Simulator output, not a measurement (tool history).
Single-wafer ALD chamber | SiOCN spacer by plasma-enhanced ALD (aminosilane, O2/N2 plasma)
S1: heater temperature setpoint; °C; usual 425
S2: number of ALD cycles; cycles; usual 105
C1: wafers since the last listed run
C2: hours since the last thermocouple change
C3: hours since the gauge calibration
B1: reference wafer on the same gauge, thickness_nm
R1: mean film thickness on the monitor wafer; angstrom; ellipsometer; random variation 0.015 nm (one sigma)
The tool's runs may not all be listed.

run	hour	S1	S2	C1	C2	C3	B1	R1
1	0	430	105	0	1024.8	84.3	7.144	59.38
2	33.5	430	105	93	1058.3	117.8	7.138	59.81
3	76.5	430	105	119	1101.3	160.8	7.141	59.68
4	120.7	425	105	122	1145.5	205	7.147	60.36
5	149.2	425	105	79	1174	233.5	7.137	60.63
6	202.7	425	105	148	1227.5	287	7.137	60.58
7	266.9	425	105	178	1291.7	351.2	7.144	60.92
# hour 273.8: gauge calibrated
8	305.1	425	105	106	1329.9	31.3	7.137	60.83
9	335.4	425	116	84	1360.2	61.6	7.141	67.4
10	388.6	431	91	148	1413.4	114.8	7.141	51.76
11	456.6	417	86	189	1481.4	182.8	7.141	51.03
12	501.4	414	84	124	1526.2	227.6	7.141	50.11
13	526.1	416	125	68	1550.9	252.3	7.138	74.66
# hour 597.6: thermocouple changed; heater temperature recalibrated
14	598.1	425	99	178	0.5	324.3	7.14	56.46
# hour 620.6: gauge calibrated
15	667	429	90	191	69.4	46.4	7.141	50.72
16	699.4	425	105	90	101.8	78.8	7.144	59.51
17	737.2	425	105	105	139.6	116.6	7.133	59.74
18	782	425	105	124	184.4	161.4	7.144	59.78

Hidden state at the last listed run before each entry between runs and at the first one after, where it differs:
Between runs 7 and 8: gauge calibrated (hour 273.8)
  wafer temperature above the value expected at the setpoint (K): -4.1 -> -4.32
  measured less the result without the state, R1: +0.72 -> +0.76 angstrom
Between runs 13 and 14: thermocouple changed; heater temperature recalibrated (hour 597.6)
  wafer temperature above the value expected at the setpoint (K): -5.69 -> 0.774
  measured less the result without the state, R1: +1.19 -> -0.12 angstrom
Between runs 14 and 15: gauge calibrated (hour 620.6)
  wafer temperature above the value expected at the setpoint (K): 0.774 -> 0.764
  measured less the result without the state, R1: -0.12 -> -0.12 angstrom
